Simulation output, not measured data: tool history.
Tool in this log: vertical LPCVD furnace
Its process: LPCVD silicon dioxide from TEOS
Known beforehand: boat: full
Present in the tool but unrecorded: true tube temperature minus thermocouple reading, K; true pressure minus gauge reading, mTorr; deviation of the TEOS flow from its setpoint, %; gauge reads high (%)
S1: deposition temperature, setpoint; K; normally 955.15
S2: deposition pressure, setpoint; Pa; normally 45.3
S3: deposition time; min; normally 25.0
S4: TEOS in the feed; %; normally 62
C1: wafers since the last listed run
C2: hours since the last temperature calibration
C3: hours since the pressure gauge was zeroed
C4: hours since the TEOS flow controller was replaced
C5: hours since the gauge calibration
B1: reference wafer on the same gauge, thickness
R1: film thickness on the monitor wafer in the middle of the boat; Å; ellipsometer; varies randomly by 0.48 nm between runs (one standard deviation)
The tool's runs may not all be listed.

run,hour,S1,S2,S3,S4,C1,C2,C3,C4,C5,B1,R1
1,0.0,955.15,45.3,25.0,62,0,3489.1,3508.4,2443.5,483.2,119.07,1285.7
2,40.8,955.15,45.3,25.0,62,839,3529.9,3549.2,2484.3,524.0,118.97,1280.2
3,76.7,955.15,45.3,25.0,62,739,3565.8,3585.1,2520.2,559.9,118.97,1290.9
4,111.6,955.15,37.3,17.5,62,718,3600.7,3620.0,2555.1,594.8,118.88,815.6
5,128.4,955.15,37.3,17.5,62,345,3617.5,3636.8,2571.9,611.6,118.97,823.9
6,148.9,952.15,45.3,25.0,62,422,3638.0,3657.3,2592.4,632.1,118.86,1198.7
7,162.9,952.15,45.3,25.0,62,288,3652.0,3671.3,2606.4,646.1,118.89,1198.2
8,181.1,955.15,45.3,33.0,62,374,3670.2,3689.5,2624.6,664.3,119.07,1696.0
9,208.1,955.15,45.3,33.0,62,555,3697.2,3716.5,2651.6,691.3,119.05,1699.7
10,223.3,955.15,45.3,25.0,62,312,3712.4,3731.7,2666.8,706.5,118.86,1286.4
# hour 254.9: gauge calibrated
# hour 258.0: TEOS flow controller replaced
11,258.5,955.15,45.3,25.0,62,230,3747.6,3766.9,0.5,3.6,118.85,1293.8
12,265.2,955.15,45.3,25.0,62,137,3754.3,3773.6,7.2,10.3,119.09,1291.6
13,300.8,955.15,45.3,25.0,62,732,3789.9,3809.2,42.8,45.9,119.12,1289.3
14,315.0,955.15,45.3,25.0,62,292,3804.1,3823.4,57.0,60.1,119.14,1280.1
15,330.2,955.15,45.3,25.0,62,312,3819.3,3838.6,72.2,75.3,118.96,1289.7
16,349.9,955.15,45.3,21.0,67,405,3839.0,3858.3,91.9,95.0,119.09,1125.4
# hour 388.1: thermocouples replaced and temperature profile calibrated
17,388.6,955.15,45.3,25.0,52,302,0.5,3897.0,130.6,133.7,118.99,1071.6
18,392.2,955.15,45.3,17.5,62,74,4.1,3900.6,134.2,137.3,119.15,825.2

Run 19 comes next. What will it give?
19,420.5,955.15,45.3,25.0,62,582,32.4,3928.9,162.5,165.6,?,?

Run 19 gave B1 118.96, R1 1177.1 Å.
On a tool with no hidden condition, and with the same random variation, this run would have come out at R1 1159.3 Å.

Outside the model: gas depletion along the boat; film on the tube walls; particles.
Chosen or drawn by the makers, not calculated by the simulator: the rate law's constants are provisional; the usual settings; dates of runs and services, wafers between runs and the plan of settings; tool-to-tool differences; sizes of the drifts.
